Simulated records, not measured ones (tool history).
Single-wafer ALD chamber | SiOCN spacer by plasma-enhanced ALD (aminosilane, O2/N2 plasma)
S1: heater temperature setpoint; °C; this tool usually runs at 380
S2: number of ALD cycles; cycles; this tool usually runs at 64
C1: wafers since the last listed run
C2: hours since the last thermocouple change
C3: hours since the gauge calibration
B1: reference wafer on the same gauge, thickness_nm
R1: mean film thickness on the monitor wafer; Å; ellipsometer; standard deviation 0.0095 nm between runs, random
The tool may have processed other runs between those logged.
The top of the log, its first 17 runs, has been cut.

run 18 hour=371.1 | S1=390 S2=64 | C1=134 C2=675.2 C3=868.9 | B1=3.617 | R1=38
run 19 hour=386.1 | S1=380 S2=64 | C1=75 C2=690.2 C3=883.9 | B1=3.621 | R1=38.05
run 20 hour=411.6 | S1=369 S2=64 | C1=128 C2=715.7 C3=909.4 | B1=3.624 | R1=37.94
-- hour=438.3 gauge calibrated
run 21 hour=504.4 | S1=380 S2=64 | C1=466 C2=808.5 C3=66.1 | B1=3.617 | R1=37.97
run 22 hour=533 | S1=376 S2=54 | C1=143 C2=837.1 C3=94.7 | B1=3.621 | R1=31.99
run 23 hour=552.4 | S1=388 S2=77 | C1=97 C2=856.5 C3=114.1 | B1=3.613 | R1=45.69
run 24 hour=570.5 | S1=367 S2=73 | C1=91 C2=874.6 C3=132.2 | B1=3.624 | R1=43.3
run 25 hour=589.2 | S1=366 S2=68 | C1=94 C2=893.3 C3=150.9 | B1=3.618 | R1=40.37
-- hour=602 thermocouple changed; heater temperature recalibrated
run 26 hour=618 | S1=385 S2=64 | C1=104 C2=16 C3=179.7 | B1=3.619 | R1=37.91
run 27 hour=635.2 | S1=393 S2=67 | C1=86 C2=33.2 C3=196.9 | B1=3.622 | R1=39.74
run 28 hour=663.7 | S1=380 S2=64 | C1=143 C2=61.7 C3=225.4 | B1=3.619 | R1=37.95
run 29 hour=696.3 | S1=366 S2=57 | C1=163 C2=94.3 C3=258 | B1=3.621 | R1=33.99
run 30 hour=713.7 | S1=380 S2=64 | C1=87 C2=111.7 C3=275.4 | B1=3.624 | R1=38.13
run 31 hour=734.9 | S1=374 S2=52 | C1=106 C2=132.9 C3=296.6 | B1=3.619 | R1=30.88
run 32 hour=769.8 | S1=380 S2=64 | C1=175 C2=167.8 C3=331.5 | B1=3.623 | R1=38.03
run 33 hour=793.2 | S1=380 S2=58 | C1=117 C2=191.2 C3=354.9 | B1=3.621 | R1=34.45
run 34 hour=821.9 | S1=380 S2=64 | C1=144 C2=219.9 C3=383.6 | B1=3.621 | R1=37.9

Predict each of these 5 candidate next runs independently; none follows another, all start after run 34:
run A hour=822.4 | S1=380 S2=64 | C1=2 C2=220.4 C3=384.1 | B1=? | R1=?
run B hour=822.4 | S1=380 S2=68 | C1=2 C2=220.4 C3=384.1 | B1=? | R1=?
run C hour=822.4 | S1=384 S2=70 | C1=2 C2=220.4 C3=384.1 | B1=? | R1=?
run D hour=822.4 | S1=391 S2=74 | C1=2 C2=220.4 C3=384.1 | B1=? | R1=?
run E hour=822.4 | S1=371 S2=60 | C1=2 C2=220.4 C3=384.1 | B1=? | R1=?

run=A B1=3.62 R1=38.27
run=B B1=3.62 R1=40.66
run=C B1=3.62 R1=41.86
run=D B1=3.62 R1=44.25
run=E B1=3.62 R1=35.88
With the hidden condition removed and each run's random variation left untouched, the same runs would have given:
run=A R1=38.27
run=B R1=40.66
run=C R1=41.86
run=D R1=44.25
run=E R1=35.88
